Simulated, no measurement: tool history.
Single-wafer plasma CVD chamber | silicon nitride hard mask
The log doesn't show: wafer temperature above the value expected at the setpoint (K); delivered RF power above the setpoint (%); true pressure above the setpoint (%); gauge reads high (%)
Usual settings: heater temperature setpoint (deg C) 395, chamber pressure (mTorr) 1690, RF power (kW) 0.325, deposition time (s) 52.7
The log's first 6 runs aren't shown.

run,hour,heater temperature setpoint (deg C),chamber pressure (mTorr),RF power (kW),deposition time (s),wafers since the last listed run,hours since the last thermocouple change,hours since the last RF generator calibration,hours since the last manometer calibration,hours since the showerhead was replaced,hours since the gauge calibration,"read-back reference wafer on the same gauge, thickness_nm",mean film thickness on the monitor wafer (Å)
# hour 260: thermocouple changed; heater temperature recalibrated
7,268.4,395,1690,0.325,52.7,172,8.4,114.8,133,5707.4,1178.5,69.785,614.48
8,295.4,395,1690,0.325,52.7,419,35.4,141.8,160,5734.4,1205.5,69.784,613.48
9,313.7,395,1690,0.325,47.2,284,53.7,160.1,178.3,5752.7,1223.8,69.729,550.25
10,331.9,399,1470,0.27,52.7,282,71.9,178.3,196.5,5770.9,1242,69.787,524.61
11,355.8,395,1690,0.325,52.7,371,95.8,202.2,220.4,5794.8,1265.9,69.851,613.1
12,391.2,395,1690,0.325,52.7,549,131.2,237.6,255.8,5830.2,1301.3,69.806,615.05
13,416.2,395,1440,0.37,44.5,388,156.2,262.6,280.8,5855.2,1326.3,69.84,537.02
# hour 439.9: gauge calibrated
14,441.7,384,1690,0.325,60.1,395,181.7,288.1,306.3,5880.7,1.8,69.815,701.49
15,476.7,395,1690,0.325,52.7,543,216.7,323.1,341.3,5915.7,36.8,69.828,611.35
16,493.8,383,1690,0.26,52.7,265,233.8,340.2,358.4,5932.8,53.9,69.829,535.96
17,528.5,395,1440,0.325,46.9,538,268.5,374.9,393.1,5967.5,88.6,69.845,520.85
# hour 539.6: showerhead replaced, of another model than before
18,548.5,405,1380,0.325,52.7,186,288.5,394.9,413.1,8.9,108.6,69.831,586.88
19,562.1,395,1690,0.325,52.7,211,302.1,408.5,426.7,22.5,122.2,69.814,611.95
20,586.6,395,1690,0.365,52.7,380,326.6,433,451.2,47,146.7,69.854,644.94
21,608.7,402,1430,0.28,59.5,343,348.7,455.1,473.3,69.1,168.8,69.78,622.2
22,640.3,395,1690,0.325,52.7,490,380.3,486.7,504.9,100.7,200.4,69.796,610.53
23,659.9,395,1690,0.28,45,304,399.9,506.3,524.5,120.3,220,69.78,491.08
24,686,395,1690,0.325,61.3,405,426,532.4,550.6,146.4,246.1,69.819,709.84
25,720.7,395,1690,0.325,46.8,538,460.7,567.1,585.3,181.1,280.8,69.881,541.8
26,746,395,1690,0.3,52.7,392,486,592.4,610.6,206.4,306.1,69.798,590.29
27,760.7,395,1690,0.29,52.7,228,500.7,607.1,625.3,221.1,320.8,69.784,578.92
28,795.6,395,1690,0.325,52.7,541,535.6,642,660.2,256,355.7,69.814,614.4
29,825.1,395,1690,0.28,45,458,565.1,671.5,689.7,285.5,385.2,69.821,490.24
30,839,395,1690,0.325,52.7,215,579,685.4,703.6,299.4,399.1,69.824,611.01

Forecast each of these 3 alternatives for the next run:
A,839.4,395,1690,0.325,52.7,6,579.4,685.8,704,299.8,399.5,?,?
B,839.4,395,1330,0.325,52.7,6,579.4,685.8,704,299.8,399.5,?,?
C,839.4,395,1690,0.305,52.7,6,579.4,685.8,704,299.8,399.5,?,?

run,"read-back reference wafer on the same gauge, thickness_nm",mean film thickness on the monitor wafer (Å)
A,69.777,614.67
B,69.777,586.07
C,69.777,597.47
Without the tool's hidden state the same runs would have given:
run,mean film thickness on the monitor wafer (Å)
A,615.06
B,586.48
C,597.86
